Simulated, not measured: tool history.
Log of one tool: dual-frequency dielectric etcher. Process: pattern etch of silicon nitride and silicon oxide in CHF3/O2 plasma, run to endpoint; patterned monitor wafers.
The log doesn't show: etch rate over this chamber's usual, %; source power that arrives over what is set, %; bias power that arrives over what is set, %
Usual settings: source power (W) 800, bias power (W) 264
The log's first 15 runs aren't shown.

run,hour,source power (W),bias power (W),wafers since the last listed run,hours since the last wet clean,hours since the last source power generator calibration,hours since the last bias power generator calibration,hours since the last upper electrode change,"incoming incoming film thickness, nm",endpoint time (s)
16,330.3,920,210,126,336.1,150.3,5065.2,88.3,156.2,83
17,360.8,800,264,267,366.6,180.8,5095.7,118.8,155.4,82.5
18,382.9,660,215,193,388.7,202.9,5117.8,140.9,157.5,94.3
19,398.9,800,264,140,404.7,218.9,5133.8,156.9,157.3,82.8
20,412.8,980,293,121,418.6,232.8,5147.7,170.8,158.1,75
# hour 421.2: bias power generator calibrated
# hour 451.5: wet clean of the chamber
21,492.3,800,231,451,40.8,312.3,71.1,250.3,156.3,85.8
22,506,800,264,120,54.5,326,84.8,264,155.1,82.3
23,525,620,295,166,73.5,345,103.8,283,156.4,87.6
24,544.1,800,264,167,92.6,364.1,122.9,302.1,156.6,83.1
25,566,690,264,192,114.5,386,144.8,324,157.4,87.4
26,589,740,247,201,137.5,409,167.8,347,155.6,86
27,607.6,610,223,163,156.1,427.6,186.4,365.6,156.8,95.7
28,629.9,920,200,195,178.4,449.9,208.7,387.9,157.7,84.5
29,668.1,850,300,335,216.6,488.1,246.9,426.1,156.3,78.7
30,696.4,610,223,248,244.9,516.4,275.2,454.4,155.8,95.8
31,729.6,800,264,291,278.1,549.6,308.4,487.6,155,81.9
32,762.6,800,295,289,311.1,582.6,341.4,520.6,156.3,81
33,789.8,910,309,238,338.3,609.8,368.6,547.8,154.8,75.6
34,810.6,740,264,182,359.1,630.6,389.4,568.6,154.4,85.2
35,841.5,880,212,271,390,661.5,420.3,599.5,158.3,86
# hour 890.2: wet clean of the chamber
36,890.7,700,200,221,0.5,710.7,469.5,648.7,157,94.2

3 ways to go on from here, each from the tool as it stands after run 36. What would each give?
A,891.2,800,264,4,1,711.2,470,649.2,158.5,?
B,891.2,970,210,4,1,711.2,470,649.2,158.5,?
C,891.2,720,264,4,1,711.2,470,649.2,158.5,?

run,endpoint time (s)
A,83.4
B,82.1
C,86.8
Without the tool's hidden state the same runs would have given:
run,endpoint time (s)
A,83.4
B,82.1
C,86.8

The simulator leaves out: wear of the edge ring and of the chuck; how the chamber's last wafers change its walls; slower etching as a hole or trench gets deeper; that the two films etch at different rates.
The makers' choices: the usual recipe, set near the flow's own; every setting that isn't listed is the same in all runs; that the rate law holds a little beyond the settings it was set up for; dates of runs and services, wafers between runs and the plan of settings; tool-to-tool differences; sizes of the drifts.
